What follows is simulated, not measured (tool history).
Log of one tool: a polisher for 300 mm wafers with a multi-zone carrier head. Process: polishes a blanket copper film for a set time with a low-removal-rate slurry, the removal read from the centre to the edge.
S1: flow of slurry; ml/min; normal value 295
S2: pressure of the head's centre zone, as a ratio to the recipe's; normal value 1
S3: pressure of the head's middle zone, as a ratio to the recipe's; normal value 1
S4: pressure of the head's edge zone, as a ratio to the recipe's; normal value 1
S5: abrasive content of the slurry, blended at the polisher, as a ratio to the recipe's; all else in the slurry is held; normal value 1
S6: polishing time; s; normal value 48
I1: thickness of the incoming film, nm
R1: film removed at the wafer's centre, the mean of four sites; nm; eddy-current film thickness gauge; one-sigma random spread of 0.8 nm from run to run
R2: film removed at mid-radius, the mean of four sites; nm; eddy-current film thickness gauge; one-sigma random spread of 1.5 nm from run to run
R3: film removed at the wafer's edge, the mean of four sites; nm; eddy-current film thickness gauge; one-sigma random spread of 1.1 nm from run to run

run	hour	S1	S2	S3	S4	S5	S6	I1	R1	R2	R3
1	0	295	1	1	1	1	48	1543.7	104.8	102.8	104.7
2	12.1	295	1	1	1	1	48	1547.5	102.4	101.7	105
3	26.5	295	1	1	1	1	48	1537.8	104	100.5	104.1
4	34.9	295	1	1	1	1	54	1539.7	115.6	112.3	114.6
5	68.6	295	1	1	1	1	40	1560.3	86.5	82.5	86.9
6	83.9	265	1	0.89	1	1	48	1566.2	101.6	91.2	101.1
# hour 93: worn pad replaced by a new one
7	114.4	295	1	1	0.96	1	48	1559.5	106.7	102.7	104.5
# hour 123.4: slurry nozzle cleaned
8	125.4	295	0.91	1	0.95	1	35	1532.4	70.6	76.9	75.2
9	141.8	265	1	1	1	0.9	48	1560.5	100	96.3	103.1
10	155.4	295	1	1	1	1	48	1552.6	102.9	101.5	102.4
11	163.9	295	1.11	0.97	1	1.15	48	1540.7	119.1	102.2	107.7

What does the tool deliver on the next run?
12	179.4	215	1	1.1	0.91	1.2	48	1567.1	?	?	?

{"run 12": {"R1": 103.2, "R2": 108.8, "R3": 98.9}}
Had the tool carried no hidden state, the very same run would have given R1 109.1 nm, R2 115 nm, R3 104.6 nm.

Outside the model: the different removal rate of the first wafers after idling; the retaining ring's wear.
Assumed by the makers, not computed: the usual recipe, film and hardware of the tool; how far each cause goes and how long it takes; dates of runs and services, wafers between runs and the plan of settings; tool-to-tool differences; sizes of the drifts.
